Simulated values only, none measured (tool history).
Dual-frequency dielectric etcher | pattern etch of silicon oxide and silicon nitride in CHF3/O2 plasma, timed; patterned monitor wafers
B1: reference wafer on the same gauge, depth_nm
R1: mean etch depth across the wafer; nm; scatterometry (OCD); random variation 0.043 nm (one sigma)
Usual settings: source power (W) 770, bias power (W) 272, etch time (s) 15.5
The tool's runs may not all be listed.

run 1 hour=0 | source_power_(W)=770 bias_power_(W)=272 etch_time_(s)=15.5 | B1=26.29 | R1=28.16
run 2 hour=12.5 | source_power_(W)=770 bias_power_(W)=272 etch_time_(s)=15.5 | B1=26.31 | R1=28.19
run 3 hour=40.9 | source_power_(W)=770 bias_power_(W)=272 etch_time_(s)=15.5 | B1=26.3 | R1=28.07
run 4 hour=72.5 | source_power_(W)=770 bias_power_(W)=272 etch_time_(s)=15.5 | B1=26.29 | R1=28.19
run 5 hour=95.2 | source_power_(W)=770 bias_power_(W)=272 etch_time_(s)=15.5 | B1=26.29 | R1=28.08
run 6 hour=107.7 | source_power_(W)=770 bias_power_(W)=272 etch_time_(s)=15.5 | B1=26.29 | R1=28.16
run 7 hour=137.1 | source_power_(W)=770 bias_power_(W)=272 etch_time_(s)=15.5 | B1=26.29 | R1=28.03
-- hour=207.9 source power generator calibrated
-- hour=233.1 bias power generator calibrated
-- hour=240 wet clean of the chamber
run 8 hour=240.5 | source_power_(W)=770 bias_power_(W)=272 etch_time_(s)=13 | B1=26.3 | R1=24.09
run 9 hour=247.9 | source_power_(W)=770 bias_power_(W)=272 etch_time_(s)=13 | B1=26.31 | R1=24.09
run 10 hour=283.5 | source_power_(W)=890 bias_power_(W)=272 etch_time_(s)=14 | B1=26.29 | R1=27.06
run 11 hour=313 | source_power_(W)=910 bias_power_(W)=241 etch_time_(s)=18 | B1=26.29 | R1=34.19
run 12 hour=334.3 | source_power_(W)=860 bias_power_(W)=207 etch_time_(s)=15.5 | B1=26.3 | R1=28.12
-- hour=342.6 gauge calibrated
-- hour=379.1 upper electrode replaced
run 13 hour=379.6 | source_power_(W)=770 bias_power_(W)=272 etch_time_(s)=15.5 | B1=26.3 | R1=28.54
run 14 hour=385.9 | source_power_(W)=700 bias_power_(W)=272 etch_time_(s)=15.5 | B1=26.29 | R1=27.68
run 15 hour=407 | source_power_(W)=660 bias_power_(W)=217 etch_time_(s)=19.5 | B1=26.29 | R1=32.78
run 16 hour=437.6 | source_power_(W)=770 bias_power_(W)=272 etch_time_(s)=13 | B1=26.29 | R1=23.9
run 17 hour=460 | source_power_(W)=650 bias_power_(W)=226 etch_time_(s)=18.5 | B1=26.3 | R1=31.13
run 18 hour=475.4 | source_power_(W)=770 bias_power_(W)=233 etch_time_(s)=19 | B1=26.31 | R1=33.73
run 19 hour=491.3 | source_power_(W)=820 bias_power_(W)=272 etch_time_(s)=16.5 | B1=26.31 | R1=30.92

Forecast each of these 5 alternatives for the next run:
run A hour=491.7 | source_power_(W)=770 bias_power_(W)=219 etch_time_(s)=15.5 | B1=? | R1=?
run B hour=491.7 | source_power_(W)=710 bias_power_(W)=272 etch_time_(s)=16.5 | B1=? | R1=?
run C hour=491.7 | source_power_(W)=770 bias_power_(W)=214 etch_time_(s)=15.5 | B1=? | R1=?
run D hour=491.7 | source_power_(W)=770 bias_power_(W)=233 etch_time_(s)=20 | B1=? | R1=?
run E hour=491.7 | source_power_(W)=770 bias_power_(W)=272 etch_time_(s)=17 | B1=? | R1=?

run=A B1=26.3 R1=27.27
run=B B1=26.3 R1=29.44
run=C B1=26.3 R1=27.16
run=D B1=26.3 R1=35.56
run=E B1=26.3 R1=31.1
Without the tool's hidden state the same runs would have given:
run=A R1=27.6
run=B R1=29.79
run=C R1=27.49
run=D R1=36
run=E R1=31.48
